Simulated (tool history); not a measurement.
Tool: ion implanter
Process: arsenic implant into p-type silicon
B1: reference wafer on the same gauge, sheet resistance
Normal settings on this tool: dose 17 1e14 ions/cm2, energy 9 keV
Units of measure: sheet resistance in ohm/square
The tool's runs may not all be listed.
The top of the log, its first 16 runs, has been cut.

run 17 day=50.579 | dose=15.5 energy=8 | B1=115.02 | sheet_resistance=109.1
run 18 day=52.412 | dose=12.24 energy=10 | B1=114.98 | sheet_resistance=119.69
-- day=54.533 extraction supply calibrated
run 19 day=55.383 | dose=21.99 energy=8 | B1=115.06 | sheet_resistance=98.38
run 20 day=57.983 | dose=21.94 energy=11 | B1=115 | sheet_resistance=95.63
run 21 day=61.912 | dose=17 energy=9 | B1=115.13 | sheet_resistance=104.61
run 22 day=64.329 | dose=19 energy=11 | B1=114.92 | sheet_resistance=99.47
run 23 day=67.283 | dose=12.46 energy=9 | B1=114.97 | sheet_resistance=117.75
run 24 day=71.721 | dose=17 energy=9 | B1=114.96 | sheet_resistance=104.54
run 25 day=75.633 | dose=17 energy=9 | B1=115.09 | sheet_resistance=104.88
-- day=78.021 Faraday cup replaced and dose calibrated
run 26 day=79.558 | dose=17 energy=9 | B1=115.09 | sheet_resistance=105.6
run 27 day=83.367 | dose=18.82 energy=7.5 | B1=114.92 | sheet_resistance=102.51
run 28 day=85.058 | dose=12.74 energy=9 | B1=114.91 | sheet_resistance=118.1
run 29 day=88.679 | dose=13.15 energy=6.5 | B1=115.07 | sheet_resistance=116.98
run 30 day=93.062 | dose=17 energy=6.5 | B1=114.95 | sheet_resistance=105.8
run 31 day=95.575 | dose=15.4 energy=9 | B1=114.85 | sheet_resistance=108.93
run 32 day=99.338 | dose=14.27 energy=10 | B1=114.98 | sheet_resistance=111.08
run 33 day=101.833 | dose=15.46 energy=9 | B1=114.95 | sheet_resistance=108.27
run 34 day=103.975 | dose=19 energy=11 | B1=115.01 | sheet_resistance=99.43
run 35 day=105.483 | dose=22.04 energy=6 | B1=115.09 | sheet_resistance=98.74
-- day=107.742 Faraday cup replaced and dose calibrated
run 36 day=108.7 | dose=13.28 energy=10.5 | B1=115.06 | sheet_resistance=116.54
run 37 day=112.358 | dose=19.46 energy=12 | B1=114.98 | sheet_resistance=99.21

Alternative continuations, all from the tool just after run 37; predict every row:
run A day=112.375 | dose=17 energy=10.5 | B1=? | sheet_resistance=?
run B day=112.375 | dose=19.19 energy=7.5 | B1=? | sheet_resistance=?
run C day=112.375 | dose=17 energy=10 | B1=? | sheet_resistance=?
run D day=112.375 | dose=14.59 energy=7.5 | B1=? | sheet_resistance=?

run=A B1=114.95 sheet_resistance=104.35
run=B B1=114.95 sheet_resistance=102.35
run=C B1=114.95 sheet_resistance=104.68
run=D B1=114.95 sheet_resistance=112.45
With the hidden condition removed and each run's random variation left untouched, the same runs would have given:
run=A sheet_resistance=105
run=B sheet_resistance=102.89
run=C sheet_resistance=105.33
run=D sheet_resistance=113.29
